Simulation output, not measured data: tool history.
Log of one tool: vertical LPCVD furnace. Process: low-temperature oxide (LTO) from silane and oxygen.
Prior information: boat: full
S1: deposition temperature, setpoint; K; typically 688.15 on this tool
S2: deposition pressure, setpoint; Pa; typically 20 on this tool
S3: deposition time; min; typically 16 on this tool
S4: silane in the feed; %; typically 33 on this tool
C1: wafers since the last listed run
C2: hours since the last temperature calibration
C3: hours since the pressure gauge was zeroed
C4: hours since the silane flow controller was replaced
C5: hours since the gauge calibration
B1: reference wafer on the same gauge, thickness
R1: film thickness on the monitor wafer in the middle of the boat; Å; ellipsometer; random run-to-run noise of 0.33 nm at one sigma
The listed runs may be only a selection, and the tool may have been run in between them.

run 1 day=0 | S1=688.15 S2=20 S3=14 S4=33 | C1=0 C2=1252.1 C3=856.3 C4=4865.6 C5=734.3 | B1=105.9 | R1=846.5
-- day=3.529 gauge calibrated
run 2 day=4.129 | S1=688.15 S2=20 S3=14 S4=33 | C1=1728 C2=1351.2 C3=955.4 C4=4964.7 C5=14.4 | B1=105.96 | R1=851.7
run 3 day=8.25 | S1=688.15 S2=20 S3=14 S4=33 | C1=1725 C2=1450.1 C3=1054.3 C4=5063.6 C5=113.3 | B1=106.02 | R1=847.5
run 4 day=10.125 | S1=688.15 S2=20 S3=16 S4=33 | C1=784 C2=1495.1 C3=1099.3 C4=5108.6 C5=158.3 | B1=105.86 | R1=966
run 5 day=13.158 | S1=688.15 S2=20 S3=16 S4=33 | C1=1269 C2=1567.9 C3=1172.1 C4=5181.4 C5=231.1 | B1=105.82 | R1=972.2
run 6 day=17.025 | S1=688.15 S2=20 S3=16 S4=33 | C1=1618 C2=1660.7 C3=1264.9 C4=5274.2 C5=323.9 | B1=105.93 | R1=973
run 7 day=18.754 | S1=688.15 S2=20 S3=16 S4=33 | C1=723 C2=1702.2 C3=1306.4 C4=5315.7 C5=365.4 | B1=106 | R1=969.7
run 8 day=22.742 | S1=688.15 S2=20 S3=16 S4=33 | C1=1669 C2=1797.9 C3=1402.1 C4=5411.4 C5=461.1 | B1=105.96 | R1=966.9
run 9 day=25.612 | S1=688.15 S2=20 S3=16 S4=33 | C1=1201 C2=1866.8 C3=1471 C4=5480.3 C5=530 | B1=105.93 | R1=975.6
-- day=38.879 silane flow controller replaced
run 10 day=38.9 | S1=699.15 S2=21.3 S3=11 S4=36 | C1=5143 C2=2185.7 C3=1789.9 C4=0.5 C5=848.9 | B1=105.88 | R1=898.3
run 11 day=40.592 | S1=688.15 S2=20 S3=20 S4=33 | C1=708 C2=2226.3 C3=1830.5 C4=41.1 C5=889.5 | B1=105.83 | R1=1228.5
-- day=42.317 thermocouples replaced and temperature profile calibrated
-- day=43.271 gauge calibrated
run 12 day=49.692 | S1=679.15 S2=18 S3=17.5 S4=33 | C1=3390 C2=177 C3=2048.9 C4=259.5 C5=154.1 | B1=105.9 | R1=840.7
-- day=52.475 pressure gauge zeroed
run 13 day=54.096 | S1=684.15 S2=22 S3=16 S4=33 | C1=1425 C2=282.7 C3=38.9 C4=365.2 C5=259.8 | B1=105.91 | R1=1028.5
run 14 day=58.329 | S1=688.15 S2=20 S3=16 S4=33 | C1=1772 C2=384.3 C3=140.5 C4=466.8 C5=361.4 | B1=105.92 | R1=970.8
run 15 day=62.483 | S1=688.15 S2=21.3 S3=11 S4=40 | C1=1738 C2=484 C3=240.2 C4=566.5 C5=461.1 | B1=105.94 | R1=908.7
run 16 day=65.092 | S1=688.15 S2=20 S3=16 S4=33 | C1=1091 C2=546.6 C3=302.8 C4=629.1 C5=523.7 | B1=105.84 | R1=971.7
run 17 day=66.638 | S1=688.15 S2=20 S3=20 S4=33 | C1=647 C2=583.7 C3=339.9 C4=666.2 C5=560.8 | B1=105.89 | R1=1212.8
run 18 day=69.346 | S1=688.15 S2=17.3 S3=22 S4=33 | C1=1133 C2=648.7 C3=404.9 C4=731.2 C5=625.8 | B1=105.89 | R1=1149.1

Subtracting, for every run, the result it would have given without the tool's unlogged condition from the measured result gives the following. The same run-to-run variation enters both numbers; the gauge's scatter may not:
The hidden state here: true tube temperature minus thermocouple reading, K; true pressure minus gauge reading, mTorr; deviation of the silane flow from its setpoint, %; gauge reads high (%).
run=1 R1=+4.8
run=2 R1=+4.8
run=3 R1=+4.9
run=4 R1=+5.8
run=5 R1=+6.2
run=6 R1=+6.6
run=7 R1=+6.8
run=8 R1=+7.5
run=9 R1=+8.1
run=10 R1=+9.7
run=11 R1=+14.8
run=12 R1=-23.2
run=13 R1=+12.6
run=14 R1=+9.1
run=15 R1=+6
run=16 R1=+5.5
run=17 R1=+6
run=18 R1=+2.3
